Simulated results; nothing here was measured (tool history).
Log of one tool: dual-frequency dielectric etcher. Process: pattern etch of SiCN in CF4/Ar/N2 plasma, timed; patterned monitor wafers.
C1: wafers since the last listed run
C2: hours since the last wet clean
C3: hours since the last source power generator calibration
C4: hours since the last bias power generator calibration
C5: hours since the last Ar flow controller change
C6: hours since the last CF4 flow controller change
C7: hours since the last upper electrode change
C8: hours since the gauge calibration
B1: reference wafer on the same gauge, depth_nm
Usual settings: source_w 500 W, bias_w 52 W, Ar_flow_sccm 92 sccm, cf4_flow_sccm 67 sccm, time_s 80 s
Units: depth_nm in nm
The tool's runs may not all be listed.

run 1 hour=0 | source_w=500 bias_w=52 Ar_flow_sccm=92 cf4_flow_sccm=67 time_s=80 | C1=0 C2=371.1 C3=4201.1 C4=3961.8 C5=2192.3 C6=5113.5 C7=0.5 C8=1665.8 | B1=58.8 | depth_nm=66
run 2 hour=49.8 | source_w=600 bias_w=52 Ar_flow_sccm=92 cf4_flow_sccm=67 time_s=80 | C1=528 C2=420.9 C3=4250.9 C4=4011.6 C5=2242.1 C6=5163.3 C7=50.3 C8=1715.6 | B1=58.8 | depth_nm=72.9
run 3 hour=166.9 | source_w=500 bias_w=42 Ar_flow_sccm=111 cf4_flow_sccm=67 time_s=60 | C1=1241 C2=538 C3=4368 C4=4128.7 C5=2359.2 C6=5280.4 C7=167.4 C8=1832.7 | B1=58.8 | depth_nm=45.1
-- hour=223.6 wet clean of the chamber
run 4 hour=224.1 | source_w=500 bias_w=45 Ar_flow_sccm=92 cf4_flow_sccm=67 time_s=80 | C1=352 C2=0.5 C3=4425.2 C4=4185.9 C5=2416.4 C6=5337.6 C7=224.6 C8=1889.9 | B1=58.8 | depth_nm=63.4
run 5 hour=245.2 | source_w=500 bias_w=56 Ar_flow_sccm=108 cf4_flow_sccm=78 time_s=80 | C1=223 C2=21.6 C3=4446.3 C4=4207 C5=2437.5 C6=5358.7 C7=245.7 C8=1911 | B1=58.8 | depth_nm=68
-- hour=298 Ar flow controller replaced
-- hour=332.2 bias power generator calibrated
run 6 hour=408.5 | source_w=410 bias_w=52 Ar_flow_sccm=92 cf4_flow_sccm=67 time_s=60.5 | C1=1625 C2=184.9 C3=4609.6 C4=76.3 C5=110.5 C6=5522 C7=409 C8=2074.3 | B1=58.8 | depth_nm=44.9
run 7 hour=433.8 | source_w=500 bias_w=55 Ar_flow_sccm=92 cf4_flow_sccm=67 time_s=65 | C1=268 C2=210.2 C3=4634.9 C4=101.6 C5=135.8 C6=5547.3 C7=434.3 C8=2099.6 | B1=58.8 | depth_nm=54.4
run 8 hour=475.3 | source_w=500 bias_w=61 Ar_flow_sccm=84 cf4_flow_sccm=67 time_s=90.5 | C1=440 C2=251.7 C3=4676.4 C4=143.1 C5=177.3 C6=5588.8 C7=475.8 C8=2141.1 | B1=58.7 | depth_nm=79.5
-- hour=504 source power generator calibrated
run 9 hour=592.1 | source_w=500 bias_w=56 Ar_flow_sccm=103 cf4_flow_sccm=56 time_s=80 | C1=1196 C2=368.5 C3=88.1 C4=259.9 C5=294.1 C6=5705.6 C7=592.6 C8=2257.9 | B1=58.9 | depth_nm=62.1
-- hour=626.2 gauge calibrated
-- hour=637.9 CF4 flow controller replaced
run 10 hour=653.6 | source_w=500 bias_w=52 Ar_flow_sccm=92 cf4_flow_sccm=67 time_s=80 | C1=588 C2=430 C3=149.6 C4=321.4 C5=355.6 C6=15.7 C7=654.1 C8=27.4 | B1=58.7 | depth_nm=65.4
run 11 hour=725.3 | source_w=500 bias_w=52 Ar_flow_sccm=92 cf4_flow_sccm=77 time_s=80 | C1=760 C2=501.7 C3=221.3 C4=393.1 C5=427.3 C6=87.4 C7=725.8 C8=99.1 | B1=58.8 | depth_nm=66.2
run 12 hour=790 | source_w=400 bias_w=52 Ar_flow_sccm=92 cf4_flow_sccm=56 time_s=80 | C1=686 C2=566.4 C3=286 C4=457.8 C5=492 C6=152.1 C7=790.5 C8=163.8 | B1=58.7 | depth_nm=55.4
-- hour=868.3 wet clean of the chamber
run 13 hour=868.8 | source_w=500 bias_w=43 Ar_flow_sccm=92 cf4_flow_sccm=75 time_s=80 | C1=581 C2=0.5 C3=364.8 C4=536.6 C5=570.8 C6=230.9 C7=869.3 C8=242.6 | B1=58.8 | depth_nm=63.2
run 14 hour=914.3 | source_w=550 bias_w=52 Ar_flow_sccm=92 cf4_flow_sccm=67 time_s=80 | C1=482 C2=46 C3=410.3 C4=582.1 C5=616.3 C6=276.4 C7=914.8 C8=288.1 | B1=58.8 | depth_nm=68.4
run 15 hour=963.1 | source_w=500 bias_w=44 Ar_flow_sccm=78 cf4_flow_sccm=67 time_s=80 | C1=517 C2=94.8 C3=459.1 C4=630.9 C5=665.1 C6=325.2 C7=963.6 C8=336.9 | B1=58.9 | depth_nm=63.6
run 16 hour=1014.8 | source_w=590 bias_w=52 Ar_flow_sccm=92 cf4_flow_sccm=67 time_s=65 | C1=548 C2=146.5 C3=510.8 C4=682.6 C5=716.8 C6=376.9 C7=1015.3 C8=388.6 | B1=58.9 | depth_nm=57.7
run 17 hour=1209.2 | source_w=530 bias_w=56 Ar_flow_sccm=92 cf4_flow_sccm=51 time_s=80 | C1=2061 C2=340.9 C3=705.2 C4=877 C5=911.2 C6=571.3 C7=1209.7 C8=583 | B1=58.7 | depth_nm=64.2
run 18 hour=1267.7 | source_w=580 bias_w=63 Ar_flow_sccm=92 cf4_flow_sccm=57 time_s=80 | C1=620 C2=399.4 C3=763.7 C4=935.5 C5=969.7 C6=629.8 C7=1268.2 C8=641.5 | B1=58.9 | depth_nm=72.6
run 19 hour=1320.8 | source_w=380 bias_w=42 Ar_flow_sccm=92 cf4_flow_sccm=67 time_s=80 | C1=563 C2=452.5 C3=816.8 C4=988.6 C5=1022.8 C6=682.9 C7=1321.3 C8=694.6 | B1=58.8 | depth_nm=53.3
run 20 hour=1357.5 | source_w=500 bias_w=52 Ar_flow_sccm=92 cf4_flow_sccm=67 time_s=80 | C1=389 C2=489.2 C3=853.5 C4=1025.3 C5=1059.5 C6=719.6 C7=1358 C8=731.3 | B1=58.8 | depth_nm=65.3
run 21 hour=1421.8 | source_w=420 bias_w=52 Ar_flow_sccm=92 cf4_flow_sccm=67 time_s=62 | C1=681 C2=553.5 C3=917.8 C4=1089.6 C5=1123.8 C6=783.9 C7=1422.3 C8=795.6 | B1=58.7 | depth_nm=46

4 ways to go on from here, each from the tool as it stands after run 21. What would each give?
run A hour=1422.2 | source_w=500 bias_w=43 Ar_flow_sccm=92 cf4_flow_sccm=67 time_s=80 | C1=4 C2=553.9 C3=918.2 C4=1090 C5=1124.2 C6=784.3 C7=1422.7 C8=796 | B1=? | depth_nm=?
run B hour=1422.2 | source_w=610 bias_w=52 Ar_flow_sccm=92 cf4_flow_sccm=56 time_s=80 | C1=4 C2=553.9 C3=918.2 C4=1090 C5=1124.2 C6=784.3 C7=1422.7 C8=796 | B1=? | depth_nm=?
run C hour=1422.2 | source_w=500 bias_w=57 Ar_flow_sccm=69 cf4_flow_sccm=83 time_s=71.5 | C1=4 C2=553.9 C3=918.2 C4=1090 C5=1124.2 C6=784.3 C7=1422.7 C8=796 | B1=? | depth_nm=?
run D hour=1422.2 | source_w=500 bias_w=52 Ar_flow_sccm=92 cf4_flow_sccm=67 time_s=95.5 | C1=4 C2=553.9 C3=918.2 C4=1090 C5=1124.2 C6=784.3 C7=1422.7 C8=796 | B1=? | depth_nm=?

run=A B1=58.9 depth_nm=62.4
run=B B1=58.9 depth_nm=70.6
run=C B1=58.9 depth_nm=65.3
run=D B1=58.9 depth_nm=78.3
Without the tool's hidden state the same runs would have given:
run=A depth_nm=61.9
run=B depth_nm=70
run=C depth_nm=64.7
run=D depth_nm=77.7
